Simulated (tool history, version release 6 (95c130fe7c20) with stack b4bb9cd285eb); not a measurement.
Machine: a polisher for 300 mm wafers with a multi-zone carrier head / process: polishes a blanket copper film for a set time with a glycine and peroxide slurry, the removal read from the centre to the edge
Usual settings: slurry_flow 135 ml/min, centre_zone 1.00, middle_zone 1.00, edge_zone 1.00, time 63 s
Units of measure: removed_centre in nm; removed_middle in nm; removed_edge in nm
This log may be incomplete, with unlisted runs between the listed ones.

run	hour	slurry_flow	centre_zone	middle_zone	edge_zone	time	wafers since the last listed run	wafers polished on this pad	hours since the slurry nozzle was cleaned	hours since the centre zone pressure was calibrated	hours since the edge zone pressure was calibrated	hours since the carrier head's membrane was replaced	incoming thickness of the incoming film, nm	removed_centre	removed_middle	removed_edge
1	0.0	135	1.00	1.00	1.00	63	0	528	447.3	294.3	815.1	1689.7	2330.2	254.8	243.0	269.1
2	8.2	135	1.00	1.00	1.00	63	126	655	455.5	302.5	823.3	1697.9	2353.6	251.8	252.5	268.8
# hour 14.5: worn pad replaced by a new one
3	15.0	135	1.00	1.00	1.00	63	43	6	462.3	309.3	830.1	1704.7	2295.8	250.3	256.7	260.5
4	28.3	135	1.00	1.00	1.00	63	204	211	475.6	322.6	843.4	1718.0	2331.4	247.9	256.4	270.7
5	41.1	135	1.00	1.00	1.00	63	196	408	488.4	335.4	856.2	1730.8	2301.7	250.4	248.2	268.8
6	49.9	135	1.00	1.00	1.00	63	135	543	497.2	344.2	865.0	1739.6	2333.7	245.0	245.6	265.3
7	58.4	135	1.00	1.00	1.00	63	130	674	505.7	352.7	873.5	1748.1	2327.4	242.1	247.0	258.8
# hour 65.3: worn pad replaced by a new one
8	68.9	95	0.95	0.96	1.00	63	99	55	516.2	363.2	884.0	1758.6	2353.0	199.7	212.9	249.3
# hour 84.9: centre zone pressure recalibrated
# hour 87.7: edge zone pressure recalibrated
# hour 90.0: carrier head's membrane replaced by a new one
9	90.5	95	1.11	1.03	0.94	63	236	292	537.8	5.6	2.8	0.5	2323.1	232.3	217.6	236.1
# hour 95.4: slurry nozzle cleaned
10	105.6	135	0.95	1.00	1.00	63	216	509	10.2	20.7	17.9	15.6	2345.9	264.5	272.0	279.9
# hour 122.8: worn pad replaced by a new one
11	123.3	135	1.00	1.00	1.00	63	210	8	27.9	38.4	35.6	33.3	2320.9	273.4	262.5	284.6
12	152.7	135	1.00	1.00	0.89	63	452	460	57.3	67.8	65.0	62.7	2315.6	271.7	263.2	267.8
13	158.8	135	1.06	1.00	0.90	63	93	554	63.4	73.9	71.1	68.8	2318.1	282.9	265.7	273.2
14	170.5	135	1.00	1.00	1.00	63	179	734	75.1	85.6	82.8	80.5	2312.1	266.9	272.0	275.7

Consider 5 possible next runs. They are alternatives, not a sequence: every one starts from the tool as it was left by run 14. What does each give?
A	170.9	135	1.00	1.00	1.00	63	6	740	75.5	86.0	83.2	80.9	2380.5	?	?	?
B	170.9	135	1.00	1.05	1.00	63	6	740	75.5	86.0	83.2	80.9	2380.5	?	?	?
C	170.9	105	1.00	1.00	1.00	63	6	740	75.5	86.0	83.2	80.9	2380.5	?	?	?
D	170.9	100	1.00	0.92	0.91	63	6	740	75.5	86.0	83.2	80.9	2380.5	?	?	?
E	170.9	135	1.04	1.00	1.09	63	6	740	75.5	86.0	83.2	80.9	2380.5	?	?	?

run	removed_centre	removed_middle	removed_edge
A	273.3	258.4	276.4
B	273.3	264.5	276.3
C	255.3	243.4	265.2
D	251.4	231.3	253.1
E	284.3	258.3	286.8
Stripped of hidden state, with their random variation kept, the same runs would have yielded:
run	removed_centre	removed_middle	removed_edge
A	276.8	261.4	278.7
B	276.9	267.6	278.6
C	259.5	247.0	267.8
D	255.8	234.7	255.7
E	288.0	261.3	289.1

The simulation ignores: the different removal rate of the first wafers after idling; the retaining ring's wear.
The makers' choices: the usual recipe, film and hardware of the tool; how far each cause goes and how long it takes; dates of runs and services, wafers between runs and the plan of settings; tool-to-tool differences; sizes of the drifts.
